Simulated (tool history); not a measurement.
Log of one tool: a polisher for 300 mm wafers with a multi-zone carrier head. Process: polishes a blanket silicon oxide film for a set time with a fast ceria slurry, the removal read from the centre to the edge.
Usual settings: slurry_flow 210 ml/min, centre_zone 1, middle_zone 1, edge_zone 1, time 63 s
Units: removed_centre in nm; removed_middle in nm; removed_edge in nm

| run | hour | slurry_flow | centre_zone | middle_zone | edge_zone | time | wafers since the last listed run | wafers polished on this pad | hours since the slurry nozzle was cleaned | hours since the centre zone pressure was calibrated | hours since the edge zone pressure was calibrated | hours since the carrier head's membrane was replaced | incoming thickness of the incoming film, nm | removed_centre | removed_middle | removed_edge |
|---|---|---|---|---|---|---|---|---|---|---|---|---|---|---|---|---|
| 1 | 0 | 210 | 1 | 1 | 0.96 | 48 | 0 | 140 | 65.2 | 136.9 | 22.2 | 34.1 | 3060.6 | 691.9 | 700.5 | 651 |
| 2 | 7.6 | 210 | 1 | 1 | 1 | 63 | 61 | 201 | 72.8 | 144.5 | 29.8 | 41.7 | 3071 | 910.2 | 917.5 | 879.1 |
| 3 | 25.4 | 285 | 1 | 1 | 0.89 | 43 | 143 | 344 | 90.6 | 162.3 | 47.6 | 59.5 | 3028.4 | 643.4 | 647.2 | 586.1 |
| 4 | 32.5 | 235 | 1 | 1 | 0.9 | 63 | 57 | 402 | 97.7 | 169.4 | 54.7 | 66.6 | 3052.2 | 922.5 | 949.2 | 853.8 |
| 5 | 39.8 | 210 | 1 | 1 | 1 | 63 | 58 | 461 | 105 | 176.7 | 62 | 73.9 | 3116.2 | 902 | 906.5 | 872.9 |
| 6 | 52.1 | 210 | 1 | 0.96 | 1 | 63 | 99 | 560 | 117.3 | 189 | 74.3 | 86.2 | 3066.8 | 904.4 | 897.5 | 879.4 |
| 7 | 92.8 | 210 | 1 | 0.92 | 0.94 | 54 | 328 | 888 | 158 | 229.7 | 115 | 126.9 | 3059.7 | 777 | 746.3 | 728.5 |
| 8 | 108.4 | 210 | 0.96 | 1 | 1 | 43 | 125 | 1014 | 173.6 | 245.3 | 130.6 | 142.5 | 3093.9 | 592.8 | 625.8 | 595.4 |
|  | 118.8 | worn pad replaced by a new one |
| 9 | 123.7 | 210 | 1 | 1 | 1 | 63 | 91 | 39 | 188.9 | 260.6 | 145.9 | 157.8 | 3068.9 | 908.2 | 931 | 881.5 |
| 10 | 130.4 | 210 | 1 | 1 | 1.07 | 63 | 54 | 93 | 195.6 | 267.3 | 152.6 | 164.5 | 3044.1 | 902.4 | 921.9 | 899.1 |
| 11 | 140.6 | 175 | 1.1 | 1.04 | 0.93 | 63 | 82 | 175 | 205.8 | 277.5 | 162.8 | 174.7 | 3071 | 974.4 | 918.2 | 861.4 |
| 12 | 148.6 | 210 | 1 | 0.88 | 1 | 63 | 64 | 240 | 213.8 | 285.5 | 170.8 | 182.7 | 3051 | 908.5 | 843.4 | 878.8 |
| 13 | 156.4 | 165 | 1 | 1 | 0.91 | 73 | 62 | 303 | 221.6 | 293.3 | 178.6 | 190.5 | 3019 | 1016.6 | 1028.9 | 985.5 |
| 14 | 184 | 210 | 1 | 1 | 1 | 63 | 222 | 525 | 249.2 | 320.9 | 206.2 | 218.1 | 3088.9 | 904.7 | 922.2 | 869.8 |

Forecast run 15:
| 15 | 196.4 | 145 | 0.91 | 1 | 0.94 | 63 | 100 | 625 | 261.6 | 333.3 | 218.6 | 230.5 | 3069.9 | ? | ? | ? |

removed_centre: 780.6 nm
removed_middle: 884.2 nm
removed_edge: 805 nm
Without the tool's hidden state the same run would have given removed_centre 780.6 nm, removed_middle 884.2 nm, removed_edge 805 nm.

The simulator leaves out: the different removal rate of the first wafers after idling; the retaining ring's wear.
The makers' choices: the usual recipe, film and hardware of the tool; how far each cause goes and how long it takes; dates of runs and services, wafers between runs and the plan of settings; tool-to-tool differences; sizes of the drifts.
